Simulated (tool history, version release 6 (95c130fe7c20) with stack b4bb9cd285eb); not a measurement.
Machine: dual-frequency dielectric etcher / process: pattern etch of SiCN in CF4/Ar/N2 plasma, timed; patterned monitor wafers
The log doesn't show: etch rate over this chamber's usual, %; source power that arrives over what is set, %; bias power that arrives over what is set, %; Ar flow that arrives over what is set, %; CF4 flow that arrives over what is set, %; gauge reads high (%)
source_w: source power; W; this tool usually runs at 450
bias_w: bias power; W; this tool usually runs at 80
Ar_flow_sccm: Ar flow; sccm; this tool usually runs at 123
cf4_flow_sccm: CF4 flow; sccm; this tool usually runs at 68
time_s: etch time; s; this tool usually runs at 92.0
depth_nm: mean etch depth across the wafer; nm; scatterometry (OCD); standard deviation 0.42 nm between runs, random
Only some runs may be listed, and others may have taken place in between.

run	hour	source_w	bias_w	Ar_flow_sccm	cf4_flow_sccm	time_s	wafers since the last listed run	hours since the last wet clean	hours since the last source power generator calibration	hours since the last bias power generator calibration	hours since the last Ar flow controller change	hours since the last CF4 flow controller change	hours since the last upper electrode change	hours since the gauge calibration	read-back reference wafer on the same gauge, depth_nm	depth_nm
1	0.0	450	80	123	59	92.0	0	366.9	13.0	2673.1	3146.0	233.3	2858.5	813.8	86.8	87.0
2	32.9	520	80	111	52	76.0	372	399.8	45.9	2706.0	3178.9	266.2	2891.4	846.7	86.8	83.4
3	72.1	450	80	123	68	115.0	443	439.0	85.1	2745.2	3218.1	305.4	2930.6	885.9	86.7	111.0
# hour 100.4: wet clean of the chamber
4	133.6	450	80	123	68	92.0	424	33.2	146.6	2806.7	3279.6	366.9	2992.1	947.4	86.9	89.3
# hour 181.5: bias power generator calibrated
# hour 201.0: Ar flow controller replaced
5	201.5	420	96	145	78	92.0	655	101.1	214.5	20.0	0.5	434.8	3060.0	1015.3	86.7	90.1
6	252.8	530	80	115	68	99.5	580	152.4	265.8	71.3	51.8	486.1	3111.3	1066.6	86.8	117.4
7	316.4	450	80	123	68	92.0	719	216.0	329.4	134.9	115.4	549.7	3174.9	1130.2	86.8	90.5
8	366.6	490	72	123	55	104.0	568	266.2	379.6	185.1	165.6	599.9	3225.1	1180.4	86.8	104.0
9	414.7	450	80	123	79	92.0	544	314.3	427.7	233.2	213.7	648.0	3273.2	1228.5	86.7	92.8
10	449.3	450	80	123	73	92.0	391	348.9	462.3	267.8	248.3	682.6	3307.8	1263.1	86.9	91.3
11	487.4	450	99	99	68	92.0	431	387.0	500.4	305.9	286.4	720.7	3345.9	1301.2	86.8	101.3
# hour 511.0: gauge calibrated
12	543.4	450	80	123	84	67.5	633	443.0	556.4	361.9	342.4	776.7	3401.9	32.4	86.8	67.8
13	570.8	450	80	95	68	109.5	310	470.4	583.8	389.3	369.8	804.1	3429.3	59.8	86.8	111.0
# hour 598.0: wet clean of the chamber
# hour 618.1: upper electrode replaced
14	621.1	400	80	123	68	113.0	70	23.1	634.1	439.6	420.1	854.4	3.0	110.1	86.8	97.8
15	690.8	450	80	123	68	92.0	788	92.8	703.8	509.3	489.8	924.1	72.7	179.8	86.7	90.2

Run 16 is up next; what results do you expect?
16	747.8	340	89	123	74	92.0	645	149.8	760.8	566.3	546.8	981.1	129.7	236.8	?	?

Run 16 produced read-back reference wafer on the same gauge, depth_nm 86.9, depth_nm 70.4 nm.
With the hidden condition absent and the run-to-run variation left alone, this run would have shown depth_nm 71.0 nm.

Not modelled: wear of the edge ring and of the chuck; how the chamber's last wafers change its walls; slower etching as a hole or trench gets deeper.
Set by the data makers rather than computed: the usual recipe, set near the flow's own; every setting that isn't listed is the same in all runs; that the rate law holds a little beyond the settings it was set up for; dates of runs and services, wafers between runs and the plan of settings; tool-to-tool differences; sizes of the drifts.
